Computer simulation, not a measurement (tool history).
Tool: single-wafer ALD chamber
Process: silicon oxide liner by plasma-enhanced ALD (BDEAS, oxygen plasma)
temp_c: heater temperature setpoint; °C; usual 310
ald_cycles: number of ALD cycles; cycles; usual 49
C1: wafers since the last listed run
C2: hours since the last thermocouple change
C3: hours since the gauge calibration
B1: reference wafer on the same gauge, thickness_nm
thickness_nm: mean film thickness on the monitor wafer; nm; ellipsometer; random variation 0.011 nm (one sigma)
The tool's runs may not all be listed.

run 1 hour=0 | temp_c=302 ald_cycles=49 | C1=0 C2=245.2 C3=1913.2 | B1=3.824 | thickness_nm=4.612
run 2 hour=259.3 | temp_c=305 ald_cycles=49 | C1=2418 C2=504.5 C3=2172.5 | B1=3.82 | thickness_nm=4.546
run 3 hour=304.2 | temp_c=304 ald_cycles=49 | C1=418 C2=549.4 C3=2217.4 | B1=3.82 | thickness_nm=4.555
run 4 hour=356.3 | temp_c=310 ald_cycles=49 | C1=485 C2=601.5 C3=2269.5 | B1=3.821 | thickness_nm=4.512
run 5 hour=411.5 | temp_c=310 ald_cycles=52 | C1=514 C2=656.7 C3=2324.7 | B1=3.817 | thickness_nm=4.782
run 6 hour=497 | temp_c=310 ald_cycles=52 | C1=797 C2=742.2 C3=2410.2 | B1=3.819 | thickness_nm=4.794
run 7 hour=600.1 | temp_c=301 ald_cycles=49 | C1=961 C2=845.3 C3=2513.3 | B1=3.819 | thickness_nm=4.603
run 8 hour=642.5 | temp_c=301 ald_cycles=49 | C1=395 C2=887.7 C3=2555.7 | B1=3.817 | thickness_nm=4.593
run 9 hour=741.8 | temp_c=301 ald_cycles=49 | C1=926 C2=987 C3=2655 | B1=3.821 | thickness_nm=4.577
run 10 hour=805.3 | temp_c=310 ald_cycles=49 | C1=592 C2=1050.5 C3=2718.5 | B1=3.82 | thickness_nm=4.496
run 11 hour=862.4 | temp_c=310 ald_cycles=49 | C1=532 C2=1107.6 C3=2775.6 | B1=3.824 | thickness_nm=4.506
run 12 hour=928.2 | temp_c=310 ald_cycles=43 | C1=613 C2=1173.4 C3=2841.4 | B1=3.818 | thickness_nm=3.951
run 13 hour=969 | temp_c=316 ald_cycles=49 | C1=380 C2=1214.2 C3=2882.2 | B1=3.821 | thickness_nm=4.47
run 14 hour=1018.1 | temp_c=316 ald_cycles=49 | C1=457 C2=1263.3 C3=2931.3 | B1=3.818 | thickness_nm=4.47
run 15 hour=1125 | temp_c=316 ald_cycles=49 | C1=997 C2=1370.2 C3=3038.2 | B1=3.818 | thickness_nm=4.445
run 16 hour=1181 | temp_c=310 ald_cycles=44 | C1=522 C2=1426.2 C3=3094.2 | B1=3.82 | thickness_nm=4.05
run 17 hour=1257.2 | temp_c=310 ald_cycles=49 | C1=710 C2=1502.4 C3=3170.4 | B1=3.82 | thickness_nm=4.488
run 18 hour=1352.1 | temp_c=310 ald_cycles=49 | C1=885 C2=1597.3 C3=3265.3 | B1=3.821 | thickness_nm=4.524
run 19 hour=1429.8 | temp_c=310 ald_cycles=49 | C1=724 C2=1675 C3=3343 | B1=3.817 | thickness_nm=4.511
run 20 hour=1466.2 | temp_c=318 ald_cycles=49 | C1=339 C2=1711.4 C3=3379.4 | B1=3.82 | thickness_nm=4.456
-- hour=1503.1 gauge calibrated
run 21 hour=1569.6 | temp_c=310 ald_cycles=45 | C1=964 C2=1814.8 C3=66.5 | B1=3.819 | thickness_nm=4.145
run 22 hour=1671.2 | temp_c=310 ald_cycles=45 | C1=947 C2=1916.4 C3=168.1 | B1=3.818 | thickness_nm=4.133
run 23 hour=1964.5 | temp_c=310 ald_cycles=49 | C1=2735 C2=2209.7 C3=461.4 | B1=3.821 | thickness_nm=4.494
run 24 hour=2164.1 | temp_c=323 ald_cycles=49 | C1=1861 C2=2409.3 C3=661 | B1=3.818 | thickness_nm=4.417
run 25 hour=2238.2 | temp_c=301 ald_cycles=46 | C1=691 C2=2483.4 C3=735.1 | B1=3.818 | thickness_nm=4.278
run 26 hour=2288.9 | temp_c=310 ald_cycles=56 | C1=472 C2=2534.1 C3=785.8 | B1=3.819 | thickness_nm=5.158
run 27 hour=2355.8 | temp_c=310 ald_cycles=49 | C1=624 C2=2601 C3=852.7 | B1=3.822 | thickness_nm=4.474
run 28 hour=2430.9 | temp_c=310 ald_cycles=40 | C1=700 C2=2676.1 C3=927.8 | B1=3.82 | thickness_nm=3.66
run 29 hour=2489.6 | temp_c=310 ald_cycles=49 | C1=547 C2=2734.8 C3=986.5 | B1=3.818 | thickness_nm=4.493
run 30 hour=2546.6 | temp_c=310 ald_cycles=49 | C1=531 C2=2791.8 C3=1043.5 | B1=3.82 | thickness_nm=4.507
-- hour=2578.4 thermocouple changed; heater temperature recalibrated
run 31 hour=2609.2 | temp_c=300 ald_cycles=49 | C1=509 C2=30.8 C3=1106.1 | B1=3.822 | thickness_nm=4.622
run 32 hour=2675.6 | temp_c=317 ald_cycles=53 | C1=619 C2=97.2 C3=1172.5 | B1=3.819 | thickness_nm=4.859
run 33 hour=2762.5 | temp_c=323 ald_cycles=54 | C1=810 C2=184.1 C3=1259.4 | B1=3.819 | thickness_nm=4.904
run 34 hour=2862.8 | temp_c=304 ald_cycles=52 | C1=935 C2=284.4 C3=1359.7 | B1=3.821 | thickness_nm=4.854
run 35 hour=2915.5 | temp_c=304 ald_cycles=52 | C1=491 C2=337.1 C3=1412.4 | B1=3.82 | thickness_nm=4.861
run 36 hour=2959.9 | temp_c=310 ald_cycles=49 | C1=414 C2=381.5 C3=1456.8 | B1=3.821 | thickness_nm=4.518
run 37 hour=3032.6 | temp_c=315 ald_cycles=49 | C1=678 C2=454.2 C3=1529.5 | B1=3.817 | thickness_nm=4.479
run 38 hour=3081.7 | temp_c=296 ald_cycles=55 | C1=457 C2=503.3 C3=1578.6 | B1=3.825 | thickness_nm=5.221
run 39 hour=3147.6 | temp_c=310 ald_cycles=55 | C1=614 C2=569.2 C3=1644.5 | B1=3.823 | thickness_nm=5.077
run 40 hour=3223.7 | temp_c=320 ald_cycles=40 | C1=709 C2=645.3 C3=1720.6 | B1=3.819 | thickness_nm=3.64
run 41 hour=3292.9 | temp_c=303 ald_cycles=44 | C1=645 C2=714.5 C3=1789.8 | B1=3.819 | thickness_nm=4.121
run 42 hour=3399.9 | temp_c=297 ald_cycles=46 | C1=998 C2=821.5 C3=1896.8 | B1=3.822 | thickness_nm=4.337
run 43 hour=3477.2 | temp_c=325 ald_cycles=58 | C1=721 C2=898.8 C3=1974.1 | B1=3.824 | thickness_nm=5.209
run 44 hour=3576.1 | temp_c=315 ald_cycles=53 | C1=922 C2=997.7 C3=2073 | B1=3.819 | thickness_nm=4.86
run 45 hour=3667.3 | temp_c=310 ald_cycles=49 | C1=850 C2=1088.9 C3=2164.2 | B1=3.82 | thickness_nm=4.518
run 46 hour=3770.2 | temp_c=310 ald_cycles=49 | C1=959 C2=1191.8 C3=2267.1 | B1=3.82 | thickness_nm=4.52
run 47 hour=3809.6 | temp_c=302 ald_cycles=56 | C1=367 C2=1231.2 C3=2306.5 | B1=3.82 | thickness_nm=5.198

Forecast each of these 4 alternatives for the next run:
run A hour=3810.1 | temp_c=310 ald_cycles=49 | C1=4 C2=1231.7 C3=2307 | B1=? | thickness_nm=?
run B hour=3810.1 | temp_c=325 ald_cycles=49 | C1=4 C2=1231.7 C3=2307 | B1=? | thickness_nm=?
run C hour=3810.1 | temp_c=310 ald_cycles=47 | C1=4 C2=1231.7 C3=2307 | B1=? | thickness_nm=?
run D hour=3810.1 | temp_c=296 ald_cycles=49 | C1=4 C2=1231.7 C3=2307 | B1=? | thickness_nm=?

run=A B1=3.82 thickness_nm=4.527
run=B B1=3.82 thickness_nm=4.417
run=C B1=3.82 thickness_nm=4.343
run=D B1=3.82 thickness_nm=4.635
Without the tool's hidden state the same runs would have given:
run=A thickness_nm=4.563
run=B thickness_nm=4.453
run=C thickness_nm=4.377
run=D thickness_nm=4.729
